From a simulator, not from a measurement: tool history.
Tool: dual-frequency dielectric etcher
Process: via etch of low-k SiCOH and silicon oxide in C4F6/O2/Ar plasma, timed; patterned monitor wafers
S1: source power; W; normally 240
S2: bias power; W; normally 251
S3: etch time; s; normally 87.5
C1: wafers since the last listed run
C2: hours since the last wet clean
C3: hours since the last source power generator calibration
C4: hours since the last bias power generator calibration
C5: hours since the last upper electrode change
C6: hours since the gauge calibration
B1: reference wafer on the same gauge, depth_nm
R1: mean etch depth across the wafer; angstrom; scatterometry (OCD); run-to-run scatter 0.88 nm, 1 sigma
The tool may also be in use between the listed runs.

{"run": 1, "day": 0.0, "S1": 240, "S2": 251, "S3": 87.5, "C1": 0, "C2": 475.2, "C3": 4661.3, "C4": 2000.1, "C5": 3369.2, "C6": 511.2, "B1": 189.2, "R1": 2255}
{"day": 0.479, "done": "wet clean of the chamber"}
{"run": 2, "day": 1.071, "S1": 240, "S2": 251, "S3": 87.5, "C1": 154, "C2": 14.2, "C3": 4687, "C4": 2025.8, "C5": 3394.9, "C6": 536.9, "B1": 189.1, "R1": 2243}
{"day": 2.625, "done": "gauge calibrated"}
{"run": 3, "day": 9.95, "S1": 240, "S2": 251, "S3": 100, "C1": 2320, "C2": 227.3, "C3": 4900.1, "C4": 2238.9, "C5": 3608, "C6": 175.8, "B1": 188.8, "R1": 2574}
{"run": 4, "day": 11.988, "S1": 240, "S2": 251, "S3": 87.5, "C1": 532, "C2": 276.2, "C3": 4949, "C4": 2287.8, "C5": 3656.9, "C6": 224.7, "B1": 188.9, "R1": 2256}
{"day": 18.075, "done": "upper electrode replaced"}
{"run": 5, "day": 18.596, "S1": 240, "S2": 251, "S3": 87.5, "C1": 1465, "C2": 434.8, "C3": 5107.6, "C4": 2446.4, "C5": 12.5, "C6": 383.3, "B1": 189, "R1": 2262}
{"run": 6, "day": 19.912, "S1": 240, "S2": 251, "S3": 87.5, "C1": 344, "C2": 466.4, "C3": 5139.2, "C4": 2478, "C5": 44.1, "C6": 414.9, "B1": 189.1, "R1": 2249}
{"day": 21.558, "done": "source power generator calibrated"}
{"run": 7, "day": 22.796, "S1": 240, "S2": 251, "S3": 87.5, "C1": 710, "C2": 535.6, "C3": 29.7, "C4": 2547.2, "C5": 113.3, "C6": 484.1, "B1": 188.8, "R1": 2254}
{"day": 24.262, "done": "wet clean of the chamber"}
{"run": 8, "day": 25.242, "S1": 240, "S2": 251, "S3": 87.5, "C1": 377, "C2": 23.5, "C3": 88.4, "C4": 2605.9, "C5": 172, "C6": 542.8, "B1": 188.9, "R1": 2227}
{"day": 25.833, "done": "gauge calibrated"}
{"day": 26.462, "done": "bias power generator calibrated"}
{"run": 9, "day": 28.092, "S1": 240, "S2": 284, "S3": 87.5, "C1": 701, "C2": 91.9, "C3": 156.8, "C4": 39.1, "C5": 240.4, "C6": 54.2, "B1": 189.1, "R1": 2338}
{"run": 10, "day": 29.521, "S1": 240, "S2": 251, "S3": 87.5, "C1": 373, "C2": 126.2, "C3": 191.1, "C4": 73.4, "C5": 274.7, "C6": 88.5, "B1": 188.8, "R1": 2242}
{"run": 11, "day": 31.925, "S1": 260, "S2": 251, "S3": 77.5, "C1": 628, "C2": 183.9, "C3": 248.8, "C4": 131.1, "C5": 332.4, "C6": 146.2, "B1": 188.9, "R1": 2075}
{"run": 12, "day": 33.7, "S1": 260, "S2": 287, "S3": 107, "C1": 463, "C2": 226.5, "C3": 291.4, "C4": 173.7, "C5": 375, "C6": 188.8, "B1": 189, "R1": 2997}
{"run": 13, "day": 36.979, "S1": 260, "S2": 251, "S3": 67, "C1": 857, "C2": 305.2, "C3": 370.1, "C4": 252.4, "C5": 453.7, "C6": 267.5, "B1": 188.9, "R1": 1779}
{"run": 14, "day": 39.038, "S1": 270, "S2": 279, "S3": 87.5, "C1": 537, "C2": 354.6, "C3": 419.5, "C4": 301.8, "C5": 503.1, "C6": 316.9, "B1": 189, "R1": 2467}
{"run": 15, "day": 40.917, "S1": 240, "S2": 269, "S3": 112, "C1": 491, "C2": 399.7, "C3": 464.6, "C4": 346.9, "C5": 548.2, "C6": 362, "B1": 188.8, "R1": 2956}
{"run": 16, "day": 42.625, "S1": 240, "S2": 251, "S3": 87.5, "C1": 446, "C2": 440.7, "C3": 505.6, "C4": 387.9, "C5": 589.2, "C6": 403, "B1": 189, "R1": 2250}
{"run": 17, "day": 44.154, "S1": 240, "S2": 223, "S3": 73.5, "C1": 399, "C2": 477.4, "C3": 542.3, "C4": 424.6, "C5": 625.9, "C6": 439.7, "B1": 188.8, "R1": 1805}
{"day": 46.579, "done": "wet clean of the chamber"}
{"run": 18, "day": 46.6, "S1": 240, "S2": 251, "S3": 87.5, "C1": 377, "C2": 0.5, "C3": 601, "C4": 483.3, "C5": 684.6, "C6": 498.4, "B1": 188.9, "R1": 2261}
{"run": 19, "day": 48.504, "S1": 240, "S2": 251, "S3": 87.5, "C1": 497, "C2": 46.2, "C3": 646.7, "C4": 529, "C5": 730.3, "C6": 544.1, "B1": 188.9, "R1": 2249}

What was the tool's hidden state at every run in the log?
etch rate over this chamber's usual, %: 0 across all the runs
source power that arrives over what is set, %: 0 across all the runs
bias power that arrives over what is set, %: 0 across all the runs
gauge reads high (%): 0 across all the runs
